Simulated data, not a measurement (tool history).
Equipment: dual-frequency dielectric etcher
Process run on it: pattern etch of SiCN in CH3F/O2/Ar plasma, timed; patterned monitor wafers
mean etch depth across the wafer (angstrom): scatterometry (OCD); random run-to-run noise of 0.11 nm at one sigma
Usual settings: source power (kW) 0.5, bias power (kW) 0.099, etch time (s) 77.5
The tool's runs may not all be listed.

run	hour	source power (kW)	bias power (kW)	etch time (s)	wafers since the last listed run	hours since the last wet clean	hours since the last source power generator calibration	hours since the last bias power generator calibration	hours since the last upper electrode change	hours since the gauge calibration	read-back reference wafer on the same gauge, depth_nm	mean etch depth across the wafer (angstrom)
1	0	0.5	0.092	77.5	0	196.6	3138	3273.4	4607.3	514.1	30.75	329.3
2	57.6	0.5	0.092	77.5	613	254.2	3195.6	3331	4664.9	571.7	30.73	328.7
3	108.4	0.5	0.099	77.5	540	305	3246.4	3381.8	4715.7	622.5	30.71	341.5
4	142.6	0.5	0.099	77.5	364	339.2	3280.6	3416	4749.9	656.7	30.73	341
5	196.2	0.5	0.099	77.5	570	392.8	3334.2	3469.6	4803.5	710.3	30.68	342.2
# hour 249.7: wet clean of the chamber
6	250.2	0.5	0.099	77.5	319	0.5	3388.2	3523.6	4857.5	764.3	30.67	340.9
7	266.7	0.5	0.099	77.5	175	17	3404.7	3540.1	4874	780.8	30.62	339
# hour 307.8: upper electrode replaced
8	308.3	0.47	0.099	67	187	58.6	3446.3	3581.7	0.5	822.4	30.61	290.3
9	329.6	0.47	0.099	67	226	79.9	3467.6	3603	21.8	843.7	30.66	288.1
# hour 380.1: bias power generator calibrated
10	396.9	0.47	0.099	67	674	147.2	3534.9	16.8	89.1	911	30.61	289.9
# hour 430.6: gauge calibrated
11	432.2	0.42	0.076	56	375	182.5	3570.2	52.1	124.4	1.6	31.56	214.8
12	491.2	0.5	0.099	77.5	628	241.5	3629.2	111.1	183.4	60.6	31.39	348
13	541.1	0.43	0.099	66.5	531	291.4	3679.1	161	233.3	110.5	31.31	286.8
14	604	0.4	0.121	93.5	669	354.3	3742	223.9	296.2	173.4	31.15	431.8
15	632.1	0.5	0.12	70	299	382.4	3770.1	252	324.3	201.5	31.11	340.8
# hour 643.4: source power generator calibrated
16	661.8	0.56	0.106	63.5	273	412.1	18.4	281.7	354	231.2	31.06	299.4
17	714.3	0.5	0.099	77.5	559	464.6	70.9	334.2	406.5	283.7	30.98	346.8
# hour 740.2: wet clean of the chamber
18	786.1	0.55	0.11	55	509	45.9	142.7	406	478.3	355.5	30.89	261.2
19	853.3	0.4	0.113	98.5	715	113.1	209.9	473.2	545.5	422.7	30.85	437.4
20	917.4	0.56	0.121	68	682	177.2	274	537.3	609.6	486.8	30.8	337.6
21	945.3	0.5	0.099	77.5	297	205.1	301.9	565.2	637.5	514.7	30.76	341

Here are 5 independent what-if runs from the current tool condition. What would each one return?
A	945.7	0.5	0.099	77.5	4	205.5	302.3	565.6	637.9	515.1	?	?
B	945.7	0.4	0.122	54.5	4	205.5	302.3	565.6	637.9	515.1	?	?
C	945.7	0.6	0.099	58.5	4	205.5	302.3	565.6	637.9	515.1	?	?
D	945.7	0.59	0.082	77.5	4	205.5	302.3	565.6	637.9	515.1	?	?
E	945.7	0.6	0.11	67.5	4	205.5	302.3	565.6	637.9	515.1	?	?

run	read-back reference wafer on the same gauge, depth_nm	mean etch depth across the wafer (angstrom)
A	30.76	340.5
B	30.76	249.3
C	30.76	269.6
D	30.76	327
E	30.76	326
What these runs would have given with no unlogged condition in the tool:
run	mean etch depth across the wafer (angstrom)
A	350.9
B	256.9
C	277.8
D	337
E	335.9

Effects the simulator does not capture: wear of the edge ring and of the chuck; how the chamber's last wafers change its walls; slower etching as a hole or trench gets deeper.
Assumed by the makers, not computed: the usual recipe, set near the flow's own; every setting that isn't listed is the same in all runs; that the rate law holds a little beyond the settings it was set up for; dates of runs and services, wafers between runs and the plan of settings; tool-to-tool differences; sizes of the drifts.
